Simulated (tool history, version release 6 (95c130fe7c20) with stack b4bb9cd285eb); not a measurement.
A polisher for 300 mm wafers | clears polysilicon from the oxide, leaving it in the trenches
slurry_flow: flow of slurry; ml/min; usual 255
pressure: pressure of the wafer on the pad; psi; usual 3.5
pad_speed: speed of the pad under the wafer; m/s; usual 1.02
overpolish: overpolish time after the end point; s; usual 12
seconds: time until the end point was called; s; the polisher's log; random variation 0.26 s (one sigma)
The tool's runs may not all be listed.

run,day,slurry_flow,pressure,pad_speed,overpolish,"incoming thickness of the incoming film, nm",seconds
1,0,255,3.5,0.76,12,528.3,32.2
2,0.942,255,3.5,0.76,12,522.4,33.5
3,1.938,255,3.5,1.02,12,525.9,25.8
4,3.192,255,3.5,1.02,12,534.8,27
# day 4.046: worn pad replaced by a new one
5,4.183,255,3.5,1.02,12,529.7,24.6
6,5.517,255,3.5,1.02,12,534.6,26
7,6.221,255,3.5,1.24,12,519.7,21.3
8,7.267,255,3.5,1.24,12,524.6,21.7
# day 8.479: slurry nozzle cleaned
9,8.521,255,3.5,1.24,12,521,22
# day 8.904: worn pad replaced by a new one
# day 9.588: head pressure recalibrated
10,9.608,255,3.5,1.02,7,533.1,28.1
11,10.354,255,3.5,1.02,9,539.7,29.5
12,11.646,255,3.5,1.02,9,529.8,28.8
13,12.162,225,3.5,1.02,12,527.9,29.5
14,12.888,320,3.5,1.02,5,527.9,28.5
# day 13.183: worn pad replaced by a new one
15,13.583,255,3.5,1.02,12,530.2,26.6
16,14.642,255,4.6,0.72,12,537.2,31.7
17,15.521,255,4.1,1.02,18,537.1,25
18,16.833,255,3.5,1.02,12,531,28.5
# day 17.908: worn pad replaced by a new one
19,17.929,255,3.8,0.86,18,530.2,28.7
20,19.183,255,3.5,1.02,8,531.2,27.6
21,20.238,255,3.5,1.02,12,533.1,27.4
22,20.767,255,3.5,0.74,12,527,37.3
23,21.512,290,3.5,1.02,19,531.8,27.6
# day 22.829: worn pad replaced by a new one
24,22.996,255,4.2,1.02,12,525.4,21.7

Forecast each of these 4 alternatives for the next run:
A,23.012,255,3.5,1.02,12,532.6,?
B,23.012,255,4.5,1.02,12,532.6,?
C,23.012,255,3.5,0.88,12,532.6,?
D,23.012,255,2.7,1.2,16,532.6,?

run,seconds
A,25.8
B,20.7
C,29.8
D,27.4
Without the tool's hidden state the same runs would have given:
run,seconds
A,27.1
B,21.7
C,31.4
D,28.8
